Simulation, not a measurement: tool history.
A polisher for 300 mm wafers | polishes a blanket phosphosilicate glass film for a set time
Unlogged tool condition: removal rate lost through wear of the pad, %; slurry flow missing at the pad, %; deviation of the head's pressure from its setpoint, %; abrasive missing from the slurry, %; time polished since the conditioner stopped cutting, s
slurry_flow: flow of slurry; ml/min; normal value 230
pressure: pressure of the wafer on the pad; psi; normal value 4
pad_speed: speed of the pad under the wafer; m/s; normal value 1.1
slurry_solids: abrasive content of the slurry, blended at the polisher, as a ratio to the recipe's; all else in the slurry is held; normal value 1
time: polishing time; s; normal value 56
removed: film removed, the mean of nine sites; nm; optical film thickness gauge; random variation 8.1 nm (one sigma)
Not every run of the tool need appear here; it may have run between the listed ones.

run	hour	slurry_flow	pressure	pad_speed	slurry_solids	time	wafers since the last listed run	wafers polished on this pad	hours since the slurry nozzle was cleaned	hours since the head pressure was calibrated	hours since the slurry blender was calibrated	hours since the conditioning disc was replaced	incoming thickness of the incoming film, nm	removed
1	0	230	4	0.96	1	56	0	1099	194.6	110.9	159.4	43.8	1885.7	529.2
2	49.7	230	4	1.1	1	56	442	1542	244.3	160.6	209.1	93.5	1844.9	582.5
3	85.5	230	4	1.1	1	56	318	1861	280.1	196.4	244.9	129.3	1851	572.2
4	146.1	230	4	1.1	1	56	539	2401	340.7	257	305.5	189.9	1871.5	578.1
5	179.3	230	4	1.1	1	56	295	2697	373.9	290.2	338.7	223.1	1866.5	558.3
6	210.9	260	4	1.22	0.9	49	281	2978	405.5	321.8	370.3	254.7	1863.5	501.4
# hour 239.5: worn pad replaced by a new one
7	270.8	280	4.6	0.94	1.25	56	498	279	465.4	381.7	430.2	314.6	1823.5	628.9
8	307.7	230	4	1.1	1	46	328	608	502.3	418.6	467.1	351.5	1897	447.7
# hour 325: slurry blender recalibrated
9	359.1	230	4	1.1	1	56	440	1048	553.7	470	34.1	402.9	1844.3	611.8
10	416.8	270	3.2	1.42	1.1	56	514	1562	611.4	527.7	91.8	460.6	1861	643.2
# hour 442.6: conditioning disc replaced and pad reconditioned
11	443.1	165	4	1.46	0.75	44	216	1778	637.7	554	118.1	0.5	1854.3	498.5
12	472.1	230	4	1.4	1	56	258	2037	666.7	583	147.1	29.5	1857.8	741.8
13	534.4	230	4	1.1	1	45	555	2592	729	645.3	209.4	91.8	1863.6	482
# hour 554.9: slurry nozzle cleaned
# hour 650.6: worn pad replaced by a new one
14	697.4	230	4	1.1	1	56	1407	417	142.5	808.3	372.4	254.8	1873.6	572
15	738.3	230	4	1.1	1	56	364	781	183.4	849.2	413.3	295.7	1867.9	560.4
# hour 768.3: slurry blender recalibrated
16	780.9	230	4	1.1	1	56	361	1143	226	891.8	12.6	338.3	1866.6	620.6
17	806.5	230	4	1.1	1	56	228	1371	251.6	917.4	38.2	363.9	1862.6	623
18	839.9	260	4	1.1	1.25	56	297	1669	285	950.8	71.6	397.3	1890.8	706
# hour 861.2: conditioning disc replaced and pad reconditioned
19	881.8	230	2.7	1.1	1	64	355	2024	326.9	992.7	113.5	20.6	1859.3	487.9
20	952	230	4	1.1	1	56	625	2650	397.1	1062.9	183.7	90.8	1862.2	632.3
21	998.5	230	4	1.1	1	39	414	3064	443.6	1109.4	230.2	137.3	1827.6	429.3
22	1022.5	195	4.7	0.92	1	48	213	3278	467.6	1133.4	254.2	161.3	1876.2	526.5
# hour 1089.4: worn pad replaced by a new one
# hour 1128.8: head pressure recalibrated
23	1137.8	190	3.5	1.34	1.15	56	973	413	582.9	9	369.5	276.6	1871.8	579.6
# hour 1143.8: slurry blender recalibrated
24	1205.8	190	3.2	1.1	1	56	588	1001	650.9	77	62	344.6	1863.6	454
25	1245.4	230	4	1.1	0.85	73	352	1354	690.5	116.6	101.6	384.2	1861.2	694.9
# hour 1265: conditioning disc replaced and pad reconditioned
26	1270.3	290	4	0.98	1	44	204	1558	715.4	141.5	126.5	5.3	1858.1	412.3

Branching from run 26: 3 alternative next runs. What would each branch give?
A	1270.7	170	4	1.1	1	56	3	1561	715.8	141.9	126.9	5.7	1900	?
B	1270.7	305	4	1.1	1.25	56	3	1561	715.8	141.9	126.9	5.7	1900	?
C	1270.7	265	4	1.1	1	64	3	1561	715.8	141.9	126.9	5.7	1900	?

run	removed
A	539.7
B	633.9
C	647
Take away the tool's hidden state, keep each run's random variation, and the runs would have read:
run	removed
A	546.5
B	640.3
C	655.2
